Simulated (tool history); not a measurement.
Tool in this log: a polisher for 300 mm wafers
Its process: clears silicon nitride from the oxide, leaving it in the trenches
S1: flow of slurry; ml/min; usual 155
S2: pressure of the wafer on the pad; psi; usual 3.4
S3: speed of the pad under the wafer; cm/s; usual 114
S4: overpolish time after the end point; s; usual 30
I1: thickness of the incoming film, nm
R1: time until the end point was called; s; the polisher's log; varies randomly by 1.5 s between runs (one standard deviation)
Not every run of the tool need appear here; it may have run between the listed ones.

run,hour,S1,S2,S3,S4,I1,R1
1,0.0,155,3.4,114,41,151.5,125.5
# hour 0.3: worn pad replaced by a new one
2,34.1,155,3.4,114,41,147.7,110.3
3,84.1,155,3.4,114,41,149.6,115.5
4,119.1,155,3.4,114,30,148.6,117.9
# hour 123.9: slurry nozzle cleaned
5,157.1,155,3.4,90,30,149.4,149.9
6,205.5,155,3.4,90,30,150.6,151.9
# hour 254.0: worn pad replaced by a new one
7,269.0,155,3.4,90,30,149.3,139.9
8,338.5,155,3.4,114,30,149.2,116.9
9,366.2,155,3.4,114,30,151.4,117.5
10,419.1,155,3.4,114,30,149.7,117.2
11,465.7,155,3.4,114,30,149.3,120.6
12,530.0,155,3.4,114,30,152.4,122.6
13,560.2,155,3.4,114,30,150.6,124.9
# hour 578.0: slurry nozzle cleaned
# hour 582.9: worn pad replaced by a new one
14,615.1,155,3.4,114,30,150.9,115.1
15,644.6,100,3.4,114,30,150.0,123.4
16,688.8,155,3.4,114,30,150.0,116.1
17,732.4,155,3.4,114,30,149.5,117.9
18,784.7,115,4.6,114,30,149.9,93.4
19,836.6,155,2.5,130,30,149.7,142.0
# hour 857.1: worn pad replaced by a new one
20,905.5,185,3.4,114,15,150.3,108.7
21,973.3,155,3.4,114,30,150.1,113.5
# hour 988.8: head pressure recalibrated
# hour 1029.8: slurry nozzle cleaned
22,1039.9,155,3.4,114,38,150.1,114.4
23,1111.8,155,3.4,114,30,151.8,123.5
24,1158.8,155,3.4,142,14,150.7,98.3
# hour 1169.8: worn pad replaced by a new one
25,1225.5,185,3.4,146,30,152.0,88.5
26,1261.1,155,3.4,114,30,150.1,114.5
27,1287.5,180,3.4,114,25,152.9,114.8
28,1454.7,180,2.4,90,30,150.5,210.9
29,1488.0,155,3.4,86,19,151.9,163.0

Per-run results on a tool with no hidden state, each run keeping its own random variation:
Hidden state present: removal rate lost through wear of the pad, %; slurry flow missing at the pad, %; deviation of the head's pressure from its setpoint, %.
run,R1
1,113.4
2,108.4
3,111.9
4,113.2
5,142.4
6,142.4
7,138.7
8,113.7
9,113.5
10,111.5
11,113.3
12,113.1
13,114.2
14,113.8
15,121.0
16,112.6
17,112.9
18,88.2
19,132.1
20,107.1
21,109.9
22,108.7
23,115.0
24,90.4
25,86.6
26,110.9
27,110.4
28,193.6
29,148.2

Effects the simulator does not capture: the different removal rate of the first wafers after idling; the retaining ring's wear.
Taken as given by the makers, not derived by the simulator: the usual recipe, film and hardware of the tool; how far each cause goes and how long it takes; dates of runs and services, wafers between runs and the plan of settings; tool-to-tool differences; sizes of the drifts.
